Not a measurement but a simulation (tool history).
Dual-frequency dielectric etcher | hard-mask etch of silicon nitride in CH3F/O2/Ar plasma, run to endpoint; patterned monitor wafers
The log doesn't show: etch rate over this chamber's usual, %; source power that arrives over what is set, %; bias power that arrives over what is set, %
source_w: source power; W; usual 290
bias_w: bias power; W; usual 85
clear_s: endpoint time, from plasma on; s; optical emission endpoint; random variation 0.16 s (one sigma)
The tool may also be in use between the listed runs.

run,day,source_w,bias_w,wafers since the last listed run,hours since the last wet clean,hours since the last source power generator calibration,hours since the last bias power generator calibration,hours since the last upper electrode change,"incoming incoming film thickness, nm",clear_s
1,0.000,290,85,0,289.2,3809.7,2892.8,4282.4,32.05,53.2
2,0.412,290,85,122,299.1,3819.6,2902.7,4292.3,31.84,52.7
3,1.104,290,85,205,315.7,3836.2,2919.3,4308.9,31.79,52.7
4,1.679,290,85,170,329.5,3850.0,2933.1,4322.7,32.24,53.8
5,2.383,290,85,208,346.4,3866.9,2950.0,4339.6,31.79,52.7
6,2.662,290,85,82,353.1,3873.6,2956.7,4346.3,31.88,53.0
# day 3.254: bias power generator calibrated
7,3.275,290,85,132,367.8,3888.3,0.5,4361.0,31.75,52.8
8,3.529,290,85,75,373.9,3894.4,6.6,4367.1,31.76,53.1
# day 4.967: upper electrode replaced
9,4.988,290,85,135,408.9,3929.4,41.6,0.5,31.77,53.4
10,5.000,290,85,3,409.2,3929.7,41.9,0.8,31.72,53.1
11,5.308,290,85,91,416.6,3937.1,49.3,8.2,31.86,53.5
12,5.762,290,85,134,427.5,3948.0,60.2,19.1,31.85,53.2
13,6.196,290,85,128,437.9,3958.4,70.6,29.5,32.01,53.5
14,6.833,290,85,189,453.2,3973.7,85.9,44.8,31.72,52.9
15,7.350,240,101,153,465.6,3986.1,98.3,57.2,31.59,52.5
16,8.008,340,64,195,481.4,4001.9,114.1,73.0,31.71,55.8
17,8.425,230,93,123,491.4,4011.9,124.1,83.0,32.09,55.7
18,8.938,270,85,152,503.7,4024.2,136.4,95.3,31.61,54.3
# day 9.267: source power generator calibrated
19,9.358,250,103,75,513.8,2.2,146.5,105.4,32.06,52.5
20,10.075,290,85,212,531.0,19.4,163.7,122.6,31.89,53.9
21,10.408,290,105,98,539.0,27.4,171.7,130.6,32.06,50.0
# day 11.671: wet clean of the chamber
22,11.692,290,85,84,0.5,58.2,202.5,161.4,31.86,51.8
23,11.708,220,103,4,0.9,58.6,202.9,161.8,31.87,52.3
24,12.125,330,85,123,10.9,68.6,212.9,171.8,31.99,50.5
25,12.692,240,70,168,24.5,82.2,226.5,185.4,32.02,58.8
26,13.208,310,91,153,36.9,94.6,238.9,197.8,32.25,50.4
27,13.892,290,85,202,53.3,111.0,255.3,214.2,32.14,52.8
28,14.375,360,68,143,64.9,122.6,266.9,225.8,32.02,53.1
29,14.908,290,85,158,77.7,135.4,279.7,238.6,31.59,52.0
30,15.400,240,100,145,89.5,147.2,291.5,250.4,31.91,51.8
31,16.129,220,98,216,107.0,164.7,309.0,267.9,31.94,53.7
32,16.488,320,85,106,115.6,173.3,317.6,276.5,31.90,51.0
33,16.967,290,85,142,127.1,184.8,329.1,288.0,31.85,52.3
34,17.667,320,69,207,143.9,201.6,345.9,304.8,31.71,54.4
35,18.188,250,72,154,156.4,214.1,358.4,317.3,31.78,58.0
36,18.504,320,91,93,164.0,221.7,366.0,324.9,31.87,49.7

The same runs without the tool's hidden state, with the same run-to-run variation:
run,clear_s
1,52.3
2,51.8
3,51.7
4,52.8
5,51.6
6,51.9
7,51.7
8,51.9
9,52.0
10,51.8
11,52.1
12,51.8
13,52.1
14,51.5
15,51.1
16,54.2
17,54.0
18,52.6
19,50.9
20,52.2
21,48.4
22,51.7
23,52.2
24,50.4
25,58.6
26,50.1
27,52.5
28,52.8
29,51.7
30,51.4
31,53.2
32,50.5
33,51.8
34,53.8
35,57.4
36,49.1
